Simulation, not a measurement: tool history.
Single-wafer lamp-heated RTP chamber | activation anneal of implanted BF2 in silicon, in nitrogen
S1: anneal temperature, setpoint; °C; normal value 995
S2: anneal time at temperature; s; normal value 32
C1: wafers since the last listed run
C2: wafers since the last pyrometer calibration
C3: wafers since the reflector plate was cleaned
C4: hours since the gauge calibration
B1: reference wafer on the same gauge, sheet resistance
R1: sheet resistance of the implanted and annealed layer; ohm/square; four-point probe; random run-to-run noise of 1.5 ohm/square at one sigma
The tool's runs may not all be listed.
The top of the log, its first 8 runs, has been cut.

{"run": 9, "day": 25.142, "S1": 995, "S2": 32, "C1": 1776, "C2": 6865, "C3": 7161, "C4": 1415.5, "B1": 463.67, "R1": 513.85}
{"run": 10, "day": 29.012, "S1": 995, "S2": 32, "C1": 1650, "C2": 8515, "C3": 8811, "C4": 1508.4, "B1": 464.06, "R1": 510.2}
{"run": 11, "day": 31.804, "S1": 1016, "S2": 32, "C1": 1190, "C2": 9706, "C3": 10002, "C4": 1575.4, "B1": 464.18, "R1": 484.79}
{"day": 34.092, "done": "reflector plate cleaned"}
{"run": 12, "day": 35.471, "S1": 1016, "S2": 32, "C1": 1421, "C2": 11127, "C3": 588, "C4": 1663.4, "B1": 463.55, "R1": 488.67}
{"run": 13, "day": 39.592, "S1": 1016, "S2": 32, "C1": 1757, "C2": 12885, "C3": 2345, "C4": 1762.3, "B1": 464.05, "R1": 486.18}
{"run": 14, "day": 41.429, "S1": 1005, "S2": 14, "C1": 783, "C2": 13668, "C3": 3129, "C4": 1806.4, "B1": 463.91, "R1": 518.29}
{"day": 42.817, "done": "pyrometer window cleaned and pyrometer calibrated"}
{"run": 15, "day": 44.067, "S1": 1016, "S2": 32, "C1": 982, "C2": 532, "C3": 4111, "C4": 1869.7, "B1": 463.66, "R1": 496.36}
{"run": 16, "day": 47.629, "S1": 974, "S2": 44, "C1": 1519, "C2": 2051, "C3": 5631, "C4": 1955.2, "B1": 464.11, "R1": 536.28}
{"run": 17, "day": 49.704, "S1": 1009, "S2": 13, "C1": 884, "C2": 2936, "C3": 6515, "C4": 2005.0, "B1": 463.86, "R1": 522.81}
{"run": 18, "day": 52.467, "S1": 1010, "S2": 43, "C1": 1178, "C2": 4114, "C3": 7694, "C4": 2071.3, "B1": 463.95, "R1": 485.91}
{"run": 19, "day": 54.108, "S1": 979, "S2": 14, "C1": 700, "C2": 4814, "C3": 8394, "C4": 2110.7, "B1": 463.48, "R1": 558.88}
{"run": 20, "day": 56.767, "S1": 978, "S2": 32, "C1": 1133, "C2": 5948, "C3": 9527, "C4": 2174.5, "B1": 464.1, "R1": 530.71}
{"day": 62.442, "done": "reflector plate cleaned"}
{"day": 68.254, "done": "gauge calibrated"}
{"run": 21, "day": 70.121, "S1": 1008, "S2": 39, "C1": 5552, "C2": 11500, "C3": 3275, "C4": 44.8, "B1": 463.84, "R1": 486.98}
{"day": 72.817, "done": "pyrometer window cleaned and pyrometer calibrated"}
{"run": 22, "day": 73.246, "S1": 1005, "S2": 51, "C1": 1190, "C2": 182, "C3": 4465, "C4": 119.8, "B1": 463.96, "R1": 490.02}
{"run": 23, "day": 75.146, "S1": 978, "S2": 50, "C1": 810, "C2": 992, "C3": 5276, "C4": 165.4, "B1": 464.01, "R1": 522.2}
{"run": 24, "day": 78.796, "S1": 1016, "S2": 16, "C1": 1556, "C2": 2549, "C3": 6832, "C4": 253.0, "B1": 463.39, "R1": 510.72}
{"run": 25, "day": 80.771, "S1": 995, "S2": 32, "C1": 842, "C2": 3391, "C3": 7674, "C4": 300.4, "B1": 464.13, "R1": 513.19}
{"run": 26, "day": 84.621, "S1": 973, "S2": 19, "C1": 1641, "C2": 5033, "C3": 9316, "C4": 392.8, "B1": 464.13, "R1": 559.78}
{"run": 27, "day": 87.154, "S1": 975, "S2": 32, "C1": 1080, "C2": 6113, "C3": 10397, "C4": 453.6, "B1": 464.15, "R1": 537.42}
{"run": 28, "day": 90.329, "S1": 977, "S2": 50, "C1": 1353, "C2": 7467, "C3": 11751, "C4": 529.8, "B1": 463.88, "R1": 514.31}
{"day": 92.317, "done": "reflector plate cleaned"}
{"run": 29, "day": 94.354, "S1": 1013, "S2": 46, "C1": 1574, "C2": 9041, "C3": 869, "C4": 626.4, "B1": 464.07, "R1": 479.36}

What does the tool deliver on the next run?
{"run": 30, "day": 96.9, "S1": 970, "S2": 19, "C1": 1085, "C2": 10127, "C3": 1954, "C4": 687.5, "B1": "?", "R1": "?"}

Run 30 measured B1 464.15, R1 560.21 ohm/square.
Were there no unlogged condition in the tool, this run, its random variation unchanged, would have produced R1 575.56 ohm/square.
